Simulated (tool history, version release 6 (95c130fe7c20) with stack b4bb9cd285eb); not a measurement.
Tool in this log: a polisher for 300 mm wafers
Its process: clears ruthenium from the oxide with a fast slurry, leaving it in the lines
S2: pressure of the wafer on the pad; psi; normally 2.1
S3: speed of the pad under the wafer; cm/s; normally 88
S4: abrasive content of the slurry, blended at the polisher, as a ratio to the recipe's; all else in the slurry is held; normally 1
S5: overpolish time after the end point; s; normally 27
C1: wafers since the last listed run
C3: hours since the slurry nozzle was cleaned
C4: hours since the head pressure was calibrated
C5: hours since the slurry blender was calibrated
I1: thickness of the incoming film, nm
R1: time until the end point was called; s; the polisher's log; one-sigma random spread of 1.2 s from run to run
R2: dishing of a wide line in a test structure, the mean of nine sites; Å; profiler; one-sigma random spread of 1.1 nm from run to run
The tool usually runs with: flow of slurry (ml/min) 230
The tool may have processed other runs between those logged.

run 1 day=0 | flow_of_slurry_(ml/min)=230 S2=2.1 S3=88 S4=1 S5=27 | C1=0 wafers_polished_on_this_pad=1569 C3=283.4 C4=274.5 C5=166.1 | I1=191.2 | R1=81.2 R2=550
-- day=0.075 worn pad replaced by a new one
run 2 day=2.246 | flow_of_slurry_(ml/min)=230 S2=2.1 S3=88 S4=1 S5=27 | C1=323 wafers_polished_on_this_pad=323 C3=337.3 C4=328.4 C5=220 | I1=191.3 | R1=79.6 R2=529
-- day=3.246 head pressure recalibrated
-- day=3.812 slurry blender recalibrated
run 3 day=6.233 | flow_of_slurry_(ml/min)=230 S2=2.1 S3=70 S4=1 S5=27 | C1=568 wafers_polished_on_this_pad=891 C3=433 C4=71.7 C5=58.1 | I1=189.7 | R1=94.3 R2=474
run 4 day=7.925 | flow_of_slurry_(ml/min)=230 S2=2.1 S3=70 S4=1 S5=27 | C1=251 wafers_polished_on_this_pad=1143 C3=473.6 C4=112.3 C5=98.7 | I1=189.8 | R1=95.4 R2=446
-- day=8.575 worn pad replaced by a new one
-- day=12.296 slurry blender recalibrated
run 5 day=12.396 | flow_of_slurry_(ml/min)=250 S2=2.1 S3=88 S4=1 S5=27 | C1=628 wafers_polished_on_this_pad=556 C3=580.9 C4=219.6 C5=2.4 | I1=187.8 | R1=78.5 R2=551
run 6 day=15.167 | flow_of_slurry_(ml/min)=250 S2=2.1 S3=88 S4=1 S5=27 | C1=412 wafers_polished_on_this_pad=968 C3=647.4 C4=286.1 C5=68.9 | I1=192.4 | R1=79.1 R2=539
-- day=16.721 slurry nozzle cleaned
-- day=17.229 head pressure recalibrated
run 7 day=17.875 | flow_of_slurry_(ml/min)=230 S2=2.1 S3=88 S4=1 S5=27 | C1=384 wafers_polished_on_this_pad=1352 C3=27.7 C4=15.5 C5=133.9 | I1=194 | R1=82.1 R2=549
-- day=18.275 worn pad replaced by a new one
-- day=20.654 slurry blender recalibrated
run 8 day=21.858 | flow_of_slurry_(ml/min)=230 S2=2.1 S3=88 S4=1 S5=27 | C1=555 wafers_polished_on_this_pad=520 C3=123.3 C4=111.1 C5=28.9 | I1=190.1 | R1=78.5 R2=555
run 9 day=24.888 | flow_of_slurry_(ml/min)=270 S2=2.6 S3=88 S4=1 S5=18 | C1=450 wafers_polished_on_this_pad=971 C3=196 C4=183.8 C5=101.6 | I1=192.2 | R1=62.7 R2=474
run 10 day=28.333 | flow_of_slurry_(ml/min)=230 S2=2.1 S3=88 S4=1 S5=27 | C1=512 wafers_polished_on_this_pad=1484 C3=278.7 C4=266.5 C5=184.3 | I1=191.7 | R1=80.2 R2=557
-- day=29.354 worn pad replaced by a new one
run 11 day=30.708 | flow_of_slurry_(ml/min)=230 S2=2.1 S3=68 S4=0.85 S5=27 | C1=328 wafers_polished_on_this_pad=201 C3=335.7 C4=323.5 C5=241.3 | I1=191.5 | R1=107.5 R2=428
-- day=31.696 slurry blender recalibrated
-- day=31.921 head pressure recalibrated
run 12 day=35.083 | flow_of_slurry_(ml/min)=230 S2=2.1 S3=58 S4=1 S5=37 | C1=626 wafers_polished_on_this_pad=827 C3=440.7 C4=75.9 C5=81.3 | I1=190.2 | R1=109.9 R2=529
run 13 day=36.617 | flow_of_slurry_(ml/min)=230 S2=2.1 S3=88 S4=1 S5=27 | C1=228 wafers_polished_on_this_pad=1056 C3=477.5 C4=112.7 C5=118.1 | I1=189.2 | R1=81.5 R2=541

What will run 14 give?
-- day=39.142 worn pad replaced by a new one
run 14 day=39.638 | flow_of_slurry_(ml/min)=305 S2=2.1 S3=88 S4=0.85 S5=27 | C1=424 wafers_polished_on_this_pad=73 C3=550 C4=185.2 C5=190.6 | I1=192 | R1=? R2=?

{"run 14": {"R1": 82, "R2": 532}}
With no hidden state in the tool, this same run would have given R1 82 s, R2 532 Å.
